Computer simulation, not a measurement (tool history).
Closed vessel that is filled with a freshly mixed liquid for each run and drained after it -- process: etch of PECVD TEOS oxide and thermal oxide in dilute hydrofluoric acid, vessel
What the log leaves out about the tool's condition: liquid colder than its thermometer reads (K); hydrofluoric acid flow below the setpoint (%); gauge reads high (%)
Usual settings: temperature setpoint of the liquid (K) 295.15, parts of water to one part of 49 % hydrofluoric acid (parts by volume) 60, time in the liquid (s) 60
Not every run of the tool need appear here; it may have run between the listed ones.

| run | day | temperature setpoint of the liquid (K) | parts of water to one part of 49 % hydrofluoric acid (parts by volume) | time in the liquid (s) | wafers since the last listed run | hours since the thermometer was replaced | hours since the hydrofluoric acid flow meter was replaced | hours since the gauge calibration | read-back film thickness of the PECVD TEOS oxide reference wafer, read on the same gauge (nm) | read-back film thickness of the thermal oxide reference wafer, read on the same gauge (nm) | thickness taken off the PECVD TEOS oxide on a monitor wafer (nm) | thickness taken off the thermal oxide on a monitor wafer (nm) |
|---|---|---|---|---|---|---|---|---|---|---|---|---|
| 1 | 0 | 295.15 | 75 | 70 | 0 | 313 | 1232.1 | 282.8 | 109.56 | 49.783 | 25.45 | 4.381 |
| 2 | 2.542 | 295.15 | 60 | 60 | 8816 | 374 | 1293.1 | 343.8 | 109.52 | 49.748 | 27.92 | 4.858 |
| 3 | 5.254 | 295.15 | 60 | 60 | 9408 | 439.1 | 1358.2 | 408.9 | 109.44 | 49.701 | 27.74 | 4.827 |
| 4 | 6.271 | 295.15 | 60 | 85 | 3526 | 463.5 | 1382.6 | 433.3 | 109.4 | 49.706 | 39.05 | 6.813 |
| 5 | 8.312 | 293.65 | 60 | 80 | 7081 | 512.5 | 1431.6 | 482.3 | 109.28 | 49.697 | 34.65 | 6.005 |
| 6 | 9.521 | 298.65 | 85 | 60 | 4191 | 541.5 | 1460.6 | 511.3 | 109.23 | 49.643 | 21.75 | 3.734 |
| 7 | 11.642 | 292.15 | 60 | 60 | 7356 | 592.4 | 1511.5 | 562.2 | 109.23 | 49.671 | 24.31 | 4.273 |
| 8 | 12.825 | 295.15 | 60 | 60 | 4104 | 620.8 | 1539.9 | 590.6 | 109.16 | 49.593 | 27.63 | 4.782 |
| 9 | 14.862 | 299.65 | 60 | 60 | 7067 | 669.7 | 1588.8 | 639.5 | 109.04 | 49.542 | 33.21 | 5.79 |
| 10 | 16.404 | 295.15 | 70 | 30 | 5347 | 706.7 | 1625.8 | 676.5 | 109.01 | 49.581 | 11.68 | 2.04 |
| 11 | 19.125 | 291.15 | 60 | 60 | 9437 | 772 | 1691.1 | 741.8 | 108.88 | 49.497 | 23.27 | 4.062 |
|  | 19.258 | hydrofluoric acid flow meter replaced |
| 12 | 21.142 | 295.15 | 60 | 70 | 6850 | 820.4 | 45.2 | 790.2 | 108.9 | 49.486 | 32.19 | 5.541 |
| 13 | 22.512 | 290.15 | 50 | 35 | 4754 | 853.3 | 78.1 | 823.1 | 108.9 | 49.459 | 15.74 | 2.739 |
| 14 | 24.458 | 295.15 | 90 | 80 | 6749 | 900 | 124.8 | 869.8 | 108.83 | 49.445 | 23.67 | 4.106 |
| 15 | 27.033 | 295.15 | 40 | 75 | 8931 | 961.8 | 186.6 | 931.6 | 108.68 | 49.44 | 53 | 9.156 |
| 16 | 29.362 | 300.15 | 60 | 60 | 8079 | 1017.7 | 242.5 | 987.5 | 108.63 | 49.38 | 33.71 | 5.868 |
| 17 | 32.217 | 293.15 | 75 | 90 | 9900 | 1086.2 | 311 | 1056 | 108.51 | 49.339 | 29.62 | 5.187 |
| 18 | 34.312 | 295.15 | 45 | 60 | 7269 | 1136.5 | 361.3 | 1106.3 | 108.42 | 49.272 | 37.18 | 6.482 |
| 19 | 37.092 | 295.15 | 60 | 60 | 9639 | 1203.2 | 428 | 1173 | 108.37 | 49.253 | 27.33 | 4.773 |
| 20 | 41.854 | 295.15 | 60 | 60 | 16519 | 1317.5 | 542.3 | 1287.3 | 108.24 | 49.207 | 27.51 | 4.736 |
| 21 | 43.842 | 295.15 | 60 | 60 | 6893 | 1365.2 | 590 | 1335 | 108.14 | 49.163 | 27.36 | 4.785 |
| 22 | 46.625 | 290.15 | 60 | 60 | 9654 | 1432 | 656.8 | 1401.8 | 108.02 | 49.137 | 21.92 | 3.874 |
| 23 | 52.462 | 295.15 | 60 | 75 | 20248 | 1572.1 | 796.9 | 1541.9 | 107.88 | 49.006 | 33.94 | 5.89 |
| 24 | 55.008 | 295.15 | 50 | 85 | 8830 | 1633.2 | 858 | 1603 | 107.78 | 48.969 | 46.8 | 8.19 |
| 25 | 56.929 | 295.15 | 60 | 60 | 6662 | 1679.3 | 904.1 | 1649.1 | 107.75 | 48.985 | 27.12 | 4.749 |
| 26 | 58.362 | 295.15 | 60 | 60 | 4971 | 1713.7 | 938.5 | 1683.5 | 107.67 | 48.955 | 27.55 | 4.71 |
| 27 | 59.829 | 295.15 | 60 | 50 | 5087 | 1748.9 | 973.7 | 1718.7 | 107.62 | 48.853 | 22.8 | 3.967 |

Alternative continuations, all from the tool just after run 27; predict every row:
| A | 59.858 | 296.65 | 60 | 60 | 101 | 1749.6 | 974.4 | 1719.4 | ? | ? | ? | ? |
| B | 59.858 | 292.15 | 85 | 30 | 101 | 1749.6 | 974.4 | 1719.4 | ? | ? | ? | ? |
| C | 59.858 | 299.65 | 85 | 60 | 101 | 1749.6 | 974.4 | 1719.4 | ? | ? | ? | ? |

| run | read-back film thickness of the PECVD TEOS oxide reference wafer, read on the same gauge (nm) | read-back film thickness of the thermal oxide reference wafer, read on the same gauge (nm) | thickness taken off the PECVD TEOS oxide on a monitor wafer (nm) | thickness taken off the thermal oxide on a monitor wafer (nm) |
|---|---|---|---|---|
| A | 107.6 | 48.916 | 29.09 | 5.104 |
| B | 107.6 | 48.916 | 8.27 | 1.451 |
| C | 107.6 | 48.916 | 22.41 | 3.932 |
Without the tool's hidden state the same runs would have given:
| run | thickness taken off the PECVD TEOS oxide on a monitor wafer (nm) | thickness taken off the thermal oxide on a monitor wafer (nm) |
|---|---|---|
| A | 29.73 | 5.217 |
| B | 8.45 | 1.483 |
| C | 22.9 | 4.019 |
